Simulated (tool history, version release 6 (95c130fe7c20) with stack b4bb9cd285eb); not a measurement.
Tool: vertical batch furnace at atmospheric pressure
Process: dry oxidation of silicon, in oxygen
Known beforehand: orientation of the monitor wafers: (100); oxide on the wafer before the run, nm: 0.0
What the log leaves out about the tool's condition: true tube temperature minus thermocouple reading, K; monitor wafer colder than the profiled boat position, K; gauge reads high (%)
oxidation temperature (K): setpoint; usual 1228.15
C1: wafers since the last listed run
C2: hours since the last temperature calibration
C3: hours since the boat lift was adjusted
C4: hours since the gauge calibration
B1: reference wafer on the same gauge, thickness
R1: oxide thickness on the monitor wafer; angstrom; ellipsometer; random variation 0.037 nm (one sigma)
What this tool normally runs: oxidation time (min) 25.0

{"run": 1, "hour": 0.0, "oxidation temperature (K)": 1228.15, "oxidation time (min)": 25.0, "C1": 0, "C2": 4771.6, "C3": 1969.5, "C4": 33.8, "B1": 21.5, "R1": 183.2}
{"run": 2, "hour": 17.6, "oxidation temperature (K)": 1228.15, "oxidation time (min)": 25.0, "C1": 238, "C2": 4789.2, "C3": 1987.1, "C4": 51.4, "B1": 21.5, "R1": 182.5}
{"run": 3, "hour": 25.6, "oxidation temperature (K)": 1228.15, "oxidation time (min)": 25.0, "C1": 108, "C2": 4797.2, "C3": 1995.1, "C4": 59.4, "B1": 21.5, "R1": 182.4}
{"run": 4, "hour": 32.2, "oxidation temperature (K)": 1228.15, "oxidation time (min)": 25.0, "C1": 89, "C2": 4803.8, "C3": 2001.7, "C4": 66.0, "B1": 21.5, "R1": 182.9}
{"run": 5, "hour": 42.3, "oxidation temperature (K)": 1228.15, "oxidation time (min)": 25.0, "C1": 137, "C2": 4813.9, "C3": 2011.8, "C4": 76.1, "B1": 21.52, "R1": 183.1}
{"run": 6, "hour": 53.5, "oxidation temperature (K)": 1211.15, "oxidation time (min)": 21.5, "C1": 151, "C2": 4825.1, "C3": 2023.0, "C4": 87.3, "B1": 21.5, "R1": 134.4}
{"run": 7, "hour": 67.2, "oxidation temperature (K)": 1228.15, "oxidation time (min)": 20.5, "C1": 185, "C2": 4838.8, "C3": 2036.7, "C4": 101.0, "B1": 21.51, "R1": 160.5}
{"run": 8, "hour": 81.7, "oxidation temperature (K)": 1228.15, "oxidation time (min)": 20.5, "C1": 196, "C2": 4853.3, "C3": 2051.2, "C4": 115.5, "B1": 21.5, "R1": 160.6}
{"run": 9, "hour": 94.9, "oxidation temperature (K)": 1228.15, "oxidation time (min)": 20.5, "C1": 179, "C2": 4866.5, "C3": 2064.4, "C4": 128.7, "B1": 21.51, "R1": 160.7}
{"run": 10, "hour": 129.3, "oxidation temperature (K)": 1223.15, "oxidation time (min)": 31.5, "C1": 466, "C2": 4900.9, "C3": 2098.8, "C4": 163.1, "B1": 21.5, "R1": 199.4}
{"run": 11, "hour": 139.4, "oxidation temperature (K)": 1228.15, "oxidation time (min)": 25.0, "C1": 137, "C2": 4911.0, "C3": 2108.9, "C4": 173.2, "B1": 21.5, "R1": 182.6}
{"run": 12, "hour": 153.0, "oxidation temperature (K)": 1228.15, "oxidation time (min)": 25.0, "C1": 184, "C2": 4924.6, "C3": 2122.5, "C4": 186.8, "B1": 21.49, "R1": 182.5}
{"run": 13, "hour": 161.0, "oxidation temperature (K)": 1237.15, "oxidation time (min)": 16.5, "C1": 108, "C2": 4932.6, "C3": 2130.5, "C4": 194.8, "B1": 21.49, "R1": 156.0}
{"run": 14, "hour": 174.5, "oxidation temperature (K)": 1228.15, "oxidation time (min)": 17.5, "C1": 183, "C2": 4946.1, "C3": 2144.0, "C4": 208.3, "B1": 21.5, "R1": 145.2}
{"run": 15, "hour": 213.6, "oxidation temperature (K)": 1228.15, "oxidation time (min)": 17.5, "C1": 530, "C2": 4985.2, "C3": 2183.1, "C4": 247.4, "B1": 21.5, "R1": 144.9}
{"run": 16, "hour": 221.9, "oxidation temperature (K)": 1228.15, "oxidation time (min)": 25.0, "C1": 112, "C2": 4993.5, "C3": 2191.4, "C4": 255.7, "B1": 21.5, "R1": 182.3}
{"run": 17, "hour": 232.1, "oxidation temperature (K)": 1228.15, "oxidation time (min)": 25.0, "C1": 138, "C2": 5003.7, "C3": 2201.6, "C4": 265.9, "B1": 21.51, "R1": 182.4}
{"run": 18, "hour": 243.1, "oxidation temperature (K)": 1228.15, "oxidation time (min)": 25.0, "C1": 149, "C2": 5014.7, "C3": 2212.6, "C4": 276.9, "B1": 21.49, "R1": 181.8}
{"hour": 253.0, "done": "gauge calibrated"}
{"run": 19, "hour": 257.9, "oxidation temperature (K)": 1228.15, "oxidation time (min)": 18.0, "C1": 200, "C2": 5029.5, "C3": 2227.4, "C4": 4.9, "B1": 21.51, "R1": 147.8}
{"hour": 283.2, "done": "boat lift adjusted"}
{"run": 20, "hour": 283.7, "oxidation temperature (K)": 1235.15, "oxidation time (min)": 29.0, "C1": 24, "C2": 5055.3, "C3": 0.5, "C4": 30.7, "B1": 21.49, "R1": 224.8}
{"run": 21, "hour": 291.3, "oxidation temperature (K)": 1228.15, "oxidation time (min)": 19.0, "C1": 103, "C2": 5062.9, "C3": 8.1, "C4": 38.3, "B1": 21.49, "R1": 160.2}
{"run": 22, "hour": 298.9, "oxidation temperature (K)": 1218.15, "oxidation time (min)": 36.5, "C1": 103, "C2": 5070.5, "C3": 15.7, "C4": 45.9, "B1": 21.49, "R1": 215.0}
{"run": 23, "hour": 309.1, "oxidation temperature (K)": 1228.15, "oxidation time (min)": 25.0, "C1": 138, "C2": 5080.7, "C3": 25.9, "C4": 56.1, "B1": 21.5, "R1": 190.4}
{"hour": 340.9, "done": "thermocouples replaced and temperature profile calibrated"}
{"run": 24, "hour": 341.4, "oxidation temperature (K)": 1207.15, "oxidation time (min)": 16.5, "C1": 112, "C2": 0.5, "C3": 58.2, "C4": 88.4, "B1": 21.5, "R1": 111.9}
{"run": 25, "hour": 345.6, "oxidation temperature (K)": 1240.15, "oxidation time (min)": 25.0, "C1": 56, "C2": 4.7, "C3": 62.4, "C4": 92.6, "B1": 21.5, "R1": 214.3}
{"run": 26, "hour": 355.3, "oxidation temperature (K)": 1228.15, "oxidation time (min)": 25.0, "C1": 131, "C2": 14.4, "C3": 72.1, "C4": 102.3, "B1": 21.48, "R1": 190.0}
{"run": 27, "hour": 363.9, "oxidation temperature (K)": 1217.15, "oxidation time (min)": 30.5, "C1": 116, "C2": 23.0, "C3": 80.7, "C4": 110.9, "B1": 21.5, "R1": 188.3}
{"run": 28, "hour": 372.2, "oxidation temperature (K)": 1247.15, "oxidation time (min)": 13.5, "C1": 112, "C2": 31.3, "C3": 89.0, "C4": 119.2, "B1": 21.5, "R1": 156.6}
{"run": 29, "hour": 384.8, "oxidation temperature (K)": 1250.15, "oxidation time (min)": 19.0, "C1": 170, "C2": 43.9, "C3": 101.6, "C4": 131.8, "B1": 21.49, "R1": 196.8}
{"run": 30, "hour": 402.0, "oxidation temperature (K)": 1228.15, "oxidation time (min)": 25.0, "C1": 233, "C2": 61.1, "C3": 118.8, "C4": 149.0, "B1": 21.5, "R1": 189.6}
{"run": 31, "hour": 413.6, "oxidation temperature (K)": 1235.15, "oxidation time (min)": 25.0, "C1": 157, "C2": 72.7, "C3": 130.4, "C4": 160.6, "B1": 21.49, "R1": 204.6}
{"run": 32, "hour": 429.8, "oxidation temperature (K)": 1249.15, "oxidation time (min)": 25.0, "C1": 219, "C2": 88.9, "C3": 146.6, "C4": 176.8, "B1": 21.49, "R1": 230.0}
{"run": 33, "hour": 437.4, "oxidation temperature (K)": 1239.15, "oxidation time (min)": 18.5, "C1": 103, "C2": 96.5, "C3": 154.2, "C4": 184.4, "B1": 21.5, "R1": 176.0}
{"run": 34, "hour": 472.8, "oxidation temperature (K)": 1242.15, "oxidation time (min)": 17.0, "C1": 480, "C2": 131.9, "C3": 189.6, "C4": 219.8, "B1": 21.51, "R1": 172.0}
{"run": 35, "hour": 486.4, "oxidation temperature (K)": 1247.15, "oxidation time (min)": 28.5, "C1": 184, "C2": 145.5, "C3": 203.2, "C4": 233.4, "B1": 21.51, "R1": 244.2}
{"run": 36, "hour": 495.6, "oxidation temperature (K)": 1228.15, "oxidation time (min)": 13.0, "C1": 124, "C2": 154.7, "C3": 212.4, "C4": 242.6, "B1": 21.49, "R1": 124.3}

For each entry between runs, how does the tool's hidden state at the last listed run before it compare with that at the first listed run after it?
Runs 18 to 19: gauge calibrated (hour 253.0)
  monitor wafer colder than the profiled boat position, K: 4.03 -> 4.04
  measured result minus the result with no hidden state, R1: -9.1 -> -7.9 angstrom
Runs 19 to 20: boat lift adjusted (hour 283.2)
  monitor wafer colder than the profiled boat position, K: 4.04 -> 0.205
  measured result minus the result with no hidden state, R1: -7.9 -> -0.4 angstrom
Runs 23 to 24: thermocouples replaced and temperature profile calibrated (hour 340.9)
  monitor wafer colder than the profiled boat position, K: 0.331 -> 0.487
  measured result minus the result with no hidden state, R1: -0.8 -> -0.6 angstrom
